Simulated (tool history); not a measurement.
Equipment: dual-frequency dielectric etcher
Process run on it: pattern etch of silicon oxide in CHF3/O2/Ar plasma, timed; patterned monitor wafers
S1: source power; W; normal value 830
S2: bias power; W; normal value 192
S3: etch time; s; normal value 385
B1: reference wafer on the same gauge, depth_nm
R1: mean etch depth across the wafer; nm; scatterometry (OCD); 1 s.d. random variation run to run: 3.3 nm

run,hour,S1,S2,S3,B1,R1
1,0,830,192,385,1008.4,902.9
2,47.3,930,192,385,1007.1,939.4
3,98.5,930,192,385,1004.8,939.5
4,130.1,930,192,385,1003.8,942.6
5,189.5,830,227,385,1001.1,945.1
6,214.3,830,227,385,1000.9,942.4
# hour 229.1: gauge calibrated
# hour 258.1: bias power generator calibrated
7,279.3,830,227,385,1017.5,960.9
# hour 334.2: wet clean of the chamber
8,344.5,830,192,385,1014.9,911.3
9,369.3,890,192,455.5,1013.3,1102
10,419.9,700,219,469.5,1011.5,1091.5
# hour 469.5: upper electrode replaced
# hour 483.4: source power generator calibrated
11,483.9,830,192,385,1008.2,905.9
12,546.9,710,227,330.5,1006,772.3
13,599.5,910,224,445.5,1004.2,1136
# hour 615.2: gauge calibrated
14,627.2,1000,239,441.5,1017.1,1196.6
15,691.3,830,192,385,1012.8,914.4
16,730.1,1020,192,424,1012.7,1088.1

What if the next run were any one of these 3? Each begins from the tool's condition after run 16:
A,730.6,830,192,385,?,?
B,730.6,830,192,461.5,?,?
C,730.6,830,192,302,?,?

run,B1,R1
A,1011.8,907.3
B,1011.8,1087.5
C,1011.8,711.7
Without the tool's unlogged condition, the same runs would have read:
run,R1
A,912.4
B,1093.7
C,715.7
